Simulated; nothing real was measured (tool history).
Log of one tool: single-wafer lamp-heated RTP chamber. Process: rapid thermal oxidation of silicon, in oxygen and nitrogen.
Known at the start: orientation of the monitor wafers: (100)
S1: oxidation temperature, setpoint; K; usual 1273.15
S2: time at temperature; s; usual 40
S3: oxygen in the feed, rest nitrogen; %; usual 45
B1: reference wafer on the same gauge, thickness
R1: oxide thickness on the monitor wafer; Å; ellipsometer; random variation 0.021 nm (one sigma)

run,day,S1,S2,S3,B1,R1
1,0.000,1273.15,40,45,3.436,41.63
2,0.992,1273.15,40,45,3.440,41.41
3,3.229,1273.15,40,45,3.435,41.39
# day 3.750: oxygen flow controller replaced
4,3.771,1273.15,40,45,3.439,41.53
5,3.871,1273.15,40,45,3.440,41.67
6,4.354,1273.15,40,69,3.437,47.74
7,4.612,1273.15,40,69,3.436,47.19
8,5.079,1273.15,23,70,3.437,38.50
9,5.683,1284.15,47,74,3.436,56.58
10,6.004,1300.15,40,45,3.446,49.72
# day 6.496: gauge calibrated
# day 6.592: pyrometer window cleaned and pyrometer calibrated
11,8.042,1258.15,40,59,3.438,38.97
12,8.704,1263.15,40,45,3.444,37.43
13,9.254,1273.15,50,64,3.445,48.64
14,10.212,1273.15,40,45,3.437,40.36

4 ways to go on from here, each from the tool as it stands after run 14. What would each give?
A,10.233,1273.15,40,45,?,?
B,10.233,1287.15,40,45,?,?
C,10.233,1287.15,51,60,?,?
D,10.233,1273.15,40,60,?,?

run,B1,R1
A,3.437,40.69
B,3.437,44.57
C,3.437,54.31
D,3.437,44.54
Without the tool's hidden state the same runs would have given:
run,R1
A,39.49
B,43.23
C,52.57
D,43.16
